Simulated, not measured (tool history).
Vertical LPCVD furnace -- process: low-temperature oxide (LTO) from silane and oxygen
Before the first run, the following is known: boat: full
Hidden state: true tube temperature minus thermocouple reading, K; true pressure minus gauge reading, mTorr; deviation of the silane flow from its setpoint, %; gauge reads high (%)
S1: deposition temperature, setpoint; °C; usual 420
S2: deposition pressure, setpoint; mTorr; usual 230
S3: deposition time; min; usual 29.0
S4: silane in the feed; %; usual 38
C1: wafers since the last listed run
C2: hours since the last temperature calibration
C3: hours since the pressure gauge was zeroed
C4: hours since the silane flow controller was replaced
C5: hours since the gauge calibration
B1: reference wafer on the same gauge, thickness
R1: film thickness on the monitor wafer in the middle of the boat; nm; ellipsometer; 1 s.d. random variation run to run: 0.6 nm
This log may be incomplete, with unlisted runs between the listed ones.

Run 1, hour 0.0: usual settings; C1 0; C2 2105.4; C3 1860.9; C4 5216.1; C5 43.3; B1 293.89. Result: R1 317.76 nm.
Run 2, hour 11.9: usual settings; C1 120; C2 2117.3; C3 1872.8; C4 5228.0; C5 55.2; B1 293.89. Result: R1 319.46 nm.
Run 3, hour 20.1: usual settings; C1 82; C2 2125.5; C3 1881.0; C4 5236.2; C5 63.4; B1 294.07. Result: R1 318.09 nm.
Run 4, hour 58.5: usual settings; C1 387; C2 2163.9; C3 1919.4; C4 5274.6; C5 101.8; B1 293.96. Result: R1 318.82 nm.
Run 5, hour 74.9: usual settings; C1 165; C2 2180.3; C3 1935.8; C4 5291.0; C5 118.2; B1 293.96. Result: R1 319.27 nm.
Run 6, hour 92.8: usual settings; C1 180; C2 2198.2; C3 1953.7; C4 5308.9; C5 136.1; B1 294.18. Result: R1 317.93 nm.
Run 7, hour 106.8: usual settings; C1 141; C2 2212.2; C3 1967.7; C4 5322.9; C5 150.1; B1 294.13. Result: R1 318.67 nm.
Run 8, hour 116.6: usual settings; C1 98; C2 2222.0; C3 1977.5; C4 5332.7; C5 159.9; B1 293.93. Result: R1 319.70 nm.
Run 9, hour 128.3: usual settings but S2 270 mTorr, S4 40 %; C1 118; C2 2233.7; C3 1989.2; C4 5344.4; C5 171.6; B1 293.94. Result: R1 397.43 nm.
Run 10, hour 137.5: usual settings but S2 270 mTorr, S4 40 %; C1 92; C2 2242.9; C3 1998.4; C4 5353.6; C5 180.8; B1 294.18. Result: R1 397.41 nm.
Run 11, hour 143.7: usual settings but S2 270 mTorr, S4 40 %; C1 62; C2 2249.1; C3 2004.6; C4 5359.8; C5 187.0; B1 293.94. Result: R1 396.38 nm.
At hour 153.7: gauge calibrated.
At hour 195.6: thermocouples replaced and temperature profile calibrated.
Run 12, hour 196.1: usual settings but S2 255 mTorr; C1 286; C2 0.5; C3 2057.0; C4 5412.2; C5 42.4; B1 293.93. Result: R1 361.26 nm.
Run 13, hour 200.1: usual settings but S1 428 °C, S2 265 mTorr; C1 40; C2 4.5; C3 2061.0; C4 5416.2; C5 46.4; B1 294.05. Result: R1 406.41 nm.
Run 14, hour 204.0: usual settings; C1 5; C2 8.4; C3 2064.9; C4 5420.1; C5 50.3; B1 294.07. Result: R1 326.58 nm.
At hour 224.6: silane flow controller replaced.
Run 15, hour 225.1: usual settings but S1 412 °C, S2 265 mTorr, S3 37.0 min, S4 35 %; C1 4; C2 29.5; C3 2086.0; C4 0.5; C5 71.4; B1 294.17. Result: R1 398.41 nm.
Run 16, hour 229.1: usual settings; C1 40; C2 33.5; C3 2090.0; C4 4.5; C5 75.4; B1 293.97. Result: R1 327.02 nm.
Run 17, hour 233.0: usual settings but S2 190 mTorr, S3 35.5 min, S4 41 %; C1 39; C2 37.4; C3 2093.9; C4 8.4; C5 79.3; B1 293.95. Result: R1 360.38 nm.
At hour 257.1: thermocouples replaced and temperature profile calibrated, repeated, since the last time left the tool worse.
At hour 261.2: pressure gauge zeroed.
Run 18, hour 261.7: usual settings but S2 205 mTorr; C1 6; C2 4.6; C3 0.5; C4 37.1; C5 108.0; B1 294.01. Result: R1 277.33 nm.
Run 19, hour 265.7: usual settings but S1 413 °C, S2 270 mTorr, S3 36.5 min; C1 40; C2 8.6; C3 4.5; C4 41.1; C5 112.0; B1 294.00. Result: R1 425.99 nm.
Run 20, hour 273.4: usual settings but S1 413 °C, S4 43 %; C1 77; C2 16.3; C3 12.2; C4 48.8; C5 119.7; B1 293.81. Result: R1 331.20 nm.
Run 21, hour 287.9: usual settings; C1 146; C2 30.8; C3 26.7; C4 63.3; C5 134.2; B1 294.08. Result: R1 310.02 nm.
Run 22, hour 302.8: usual settings but S2 185 mTorr, S3 39.5 min; C1 150; C2 45.7; C3 41.6; C4 78.2; C5 149.1; B1 294.06. Result: R1 339.82 nm.
Run 23, hour 319.6: usual settings but S2 285 mTorr; C1 169; C2 62.5; C3 58.4; C4 95.0; C5 165.9; B1 294.00. Result: R1 384.50 nm.
Run 24, hour 334.2: usual settings; C1 147; C2 77.1; C3 73.0; C4 109.6; C5 180.5; B1 293.92. Result: R1 311.37 nm.
Run 25, hour 349.1: usual settings but S1 429 °C, S4 30 %; C1 150; C2 92.0; C3 87.9; C4 124.5; C5 195.4; B1 293.81. Result: R1 251.71 nm.
At hour 350.8: gauge calibrated.
Run 26, hour 363.6: usual settings but S1 416 °C, S2 205 mTorr, S3 38.5 min; C1 146; C2 106.5; C3 102.4; C4 139.0; C5 12.8; B1 294.20. Result: R1 352.83 nm.
Run 27, hour 395.0: usual settings; C1 317; C2 137.9; C3 133.8; C4 170.4; C5 44.2; B1 294.07. Result: R1 311.34 nm.

Each row is a separate what-if for the run after 27, all from the same tool condition, not one after another. Results?
Run A, hour 399.0: usual settings but S3 18.5 min; C1 40; C2 141.9; C3 137.8; C4 174.4; C5 48.2; B1 ?. Result: R1 ?.
Run B, hour 399.0: usual settings but S2 180 mTorr, S3 34.0 min; C1 40; C2 141.9; C3 137.8; C4 174.4; C5 48.2; B1 ?. Result: R1 ?.
Run C, hour 399.0: usual settings but S1 410 °C; C1 40; C2 141.9; C3 137.8; C4 174.4; C5 48.2; B1 ?. Result: R1 ?.
Run D, hour 399.0: usual settings but S2 280 mTorr, S4 36 %; C1 40; C2 141.9; C3 137.8; C4 174.4; C5 48.2; B1 ?. Result: R1 ?.
Run E, hour 399.0: usual settings but S2 200 mTorr; C1 40; C2 141.9; C3 137.8; C4 174.4; C5 48.2; B1 ?. Result: R1 ?.

run      B1      R1
  A  293.76  198.15
  B  293.76  285.00
  C  293.76  279.50
  D  293.76  354.07
  E  293.76  270.10
With no hidden state in the tool, these same runs would have given:
run      R1
  A  197.56
  B  284.15
  C  278.64
  D  353.00
  E  269.30
